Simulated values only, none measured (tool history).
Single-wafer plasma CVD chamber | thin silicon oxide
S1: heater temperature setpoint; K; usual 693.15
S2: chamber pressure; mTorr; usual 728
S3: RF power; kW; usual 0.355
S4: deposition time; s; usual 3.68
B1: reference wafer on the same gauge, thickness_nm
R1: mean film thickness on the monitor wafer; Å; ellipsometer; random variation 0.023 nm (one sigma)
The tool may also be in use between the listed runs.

Run 1, hour 0: usual settings; B1 5.724. Result: R1 68.8 Å.
Run 2, hour 58.4: usual settings; B1 5.726. Result: R1 68.56 Å.
Run 3, hour 113.2: usual settings; B1 5.727. Result: R1 68.48 Å.
Run 4, hour 205.1: usual settings but S3 0.3 kW; B1 5.725. Result: R1 64.95 Å.
Run 5, hour 255.7: usual settings but S3 0.3 kW; B1 5.726. Result: R1 64.61 Å.
Run 6, hour 327.7: usual settings but S3 0.335 kW; B1 5.734. Result: R1 66.81 Å.
Run 7, hour 381.1: usual settings but S3 0.335 kW; B1 5.723. Result: R1 66.16 Å.
Run 8, hour 463.5: usual settings but S1 687.15 K, S3 0.41 kW; B1 5.729. Result: R1 72.31 Å.
Run 9, hour 532.1: usual settings but S1 687.15 K, S3 0.41 kW; B1 5.733. Result: R1 71.61 Å.
Run 10, hour 631.9: usual settings but S1 687.15 K, S3 0.41 kW; B1 5.728. Result: R1 71.97 Å.
Run 11, hour 674.1: usual settings; B1 5.726. Result: R1 68.88 Å.
Run 12, hour 717: usual settings; B1 5.73. Result: R1 68.68 Å.
Run 13, hour 781.5: usual settings but S1 705.15 K, S2 886 mTorr, S3 0.385 kW, S4 4.01 s; B1 5.729. Result: R1 88.9 Å.
Run 14, hour 832: usual settings; B1 5.724. Result: R1 68.73 Å.
Run 15, hour 903.7: usual settings but S2 552 mTorr; B1 5.728. Result: R1 53.95 Å.
Run 16, hour 984.5: usual settings but S3 0.31 kW, S4 4.23 s; B1 5.731. Result: R1 75.59 Å.
Run 17, hour 1090.8: usual settings; B1 5.728. Result: R1 67.42 Å.
Run 18, hour 1129.7: usual settings but S2 597 mTorr, S3 0.335 kW, S4 4.16 s; B1 5.729. Result: R1 62.94 Å.
Run 19, hour 1179.6: usual settings; B1 5.729. Result: R1 67.65 Å.
Run 20, hour 1255.1: usual settings; B1 5.74. Result: R1 67.05 Å.
Run 21, hour 1347.1: usual settings but S1 682.15 K, S3 0.405 kW, S4 3.03 s; B1 5.73. Result: R1 59.34 Å.
Run 22, hour 1407: usual settings but S2 859 mTorr; B1 5.732. Result: R1 78.91 Å.
Run 23, hour 1469.3: usual settings but S3 0.425 kW; B1 5.729. Result: R1 72.41 Å.
Run 24, hour 1688.6: usual settings but S1 700.15 K, S3 0.405 kW; B1 5.734. Result: R1 70.91 Å.
Run 25, hour 1765.2: usual settings but S1 687.15 K, S2 648 mTorr; B1 5.722. Result: R1 62.06 Å.
Run 26, hour 1872.6: usual settings; B1 5.731. Result: R1 68.22 Å.
Run 27, hour 1909.3: usual settings but S4 3.46 s; B1 5.731. Result: R1 64 Å.

Taken out of this log: 7 entries between the listed runs. Where each belongs, and how the hidden state differs across it:
Between runs 1 and 2: capacitance manometer re-zeroed and calibrated (hour 57.9)
  delivered RF power above the setpoint (%): -1.98 -> -2.54
  measured less the result without the state, R1: -0.42 -> -0.54 Å
Between runs 7 and 8: RF generator calibrated (hour 396.8)
  delivered RF power above the setpoint (%): -6.94 -> -0.203
  measured less the result without the state, R1: -1.45 -> -0.04 Å
Between runs 9 and 10: gauge calibrated (hour 585.9)
  delivered RF power above the setpoint (%): -0.356 -> -0.764
  measured less the result without the state, R1: -0.07 -> -0.15 Å
Between runs 11 and 12: showerhead replaced (hour 692.1)
  delivered RF power above the setpoint (%): -1 -> -1.29
  measured less the result without the state, R1: -0.21 -> -0.27 Å
Between runs 20 and 21: RF generator calibrated (hour 1346.6)
  delivered RF power above the setpoint (%): -8.29 -> -0.781
  measured less the result without the state, R1: -1.76 -> -0.12 Å
Between runs 22 and 23: capacitance manometer re-zeroed and calibrated (hour 1442.5); thermocouple changed; heater temperature recalibrated (hour 1446.6)
  delivered RF power above the setpoint (%): -0.821 -> -0.947
  measured less the result without the state, R1: -0.2 -> -0.19 Å
